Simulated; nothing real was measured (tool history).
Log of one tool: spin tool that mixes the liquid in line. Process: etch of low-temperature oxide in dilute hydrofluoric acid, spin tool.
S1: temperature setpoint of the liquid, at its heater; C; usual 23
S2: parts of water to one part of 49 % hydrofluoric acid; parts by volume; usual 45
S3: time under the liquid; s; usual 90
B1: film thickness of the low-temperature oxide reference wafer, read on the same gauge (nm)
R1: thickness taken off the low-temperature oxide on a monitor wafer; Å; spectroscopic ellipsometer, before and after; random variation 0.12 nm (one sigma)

run,hour,S1,S2,S3,B1,R1
1,0,23,45,90,150.02,239.4
# hour 34.8: hydrofluoric acid flow meter replaced
2,78,23,45,90,150.04,251.9
3,116.6,23,40,90,149.98,281.1
4,225.7,23,40,90,150.02,281.7
5,317,27,45,90,150.03,292.8
6,405.5,23,35,90,149.98,323.5
7,450.2,23,35,90,149.99,327.2
8,506.2,23,45,90,149.95,250.5
# hour 600.4: thermometer replaced
9,611.3,23,45,90,150.03,234.6
10,690,23,45,90,150.01,236.8
# hour 778: gauge calibrated
11,780.3,23,45,90,150,235.8
12,863,19,45,55,150.02,120.7
13,931,23,65,140,149.99,245.1
14,991.8,23,45,90,150.03,235.3
# hour 1129.9: hydrofluoric acid flow meter replaced
15,1221,23,60,110,150.01,223.8
16,1272.5,23,45,90,149.99,250.2
17,1345.7,19.5,40,75,150.04,202.8
# hour 1378.2: thermometer replaced
18,1385.4,23,45,45,149.96,117.7
19,1431.7,23,60,110,150,212.8
20,1512.3,20,45,90,149.96,207.7
21,1581.8,23,45,90,150.02,237.3
22,1666.8,23,55,90,150,189.7
23,1750.2,26,35,90,150.01,348.5

Forecast each of these 4 alternatives for the next run:
A,1750.6,23,45,90,?,?
B,1750.6,25,50,60,?,?
C,1750.6,18.5,60,115,?,?
D,1750.6,26.5,55,115,?,?

run,B1,R1
A,150.02,236.2
B,150.02,152.7
C,150.02,183.9
D,150.02,280.6
Without the tool's hidden state the same runs would have given:
run,R1
A,242
B,156.6
C,188.4
D,288

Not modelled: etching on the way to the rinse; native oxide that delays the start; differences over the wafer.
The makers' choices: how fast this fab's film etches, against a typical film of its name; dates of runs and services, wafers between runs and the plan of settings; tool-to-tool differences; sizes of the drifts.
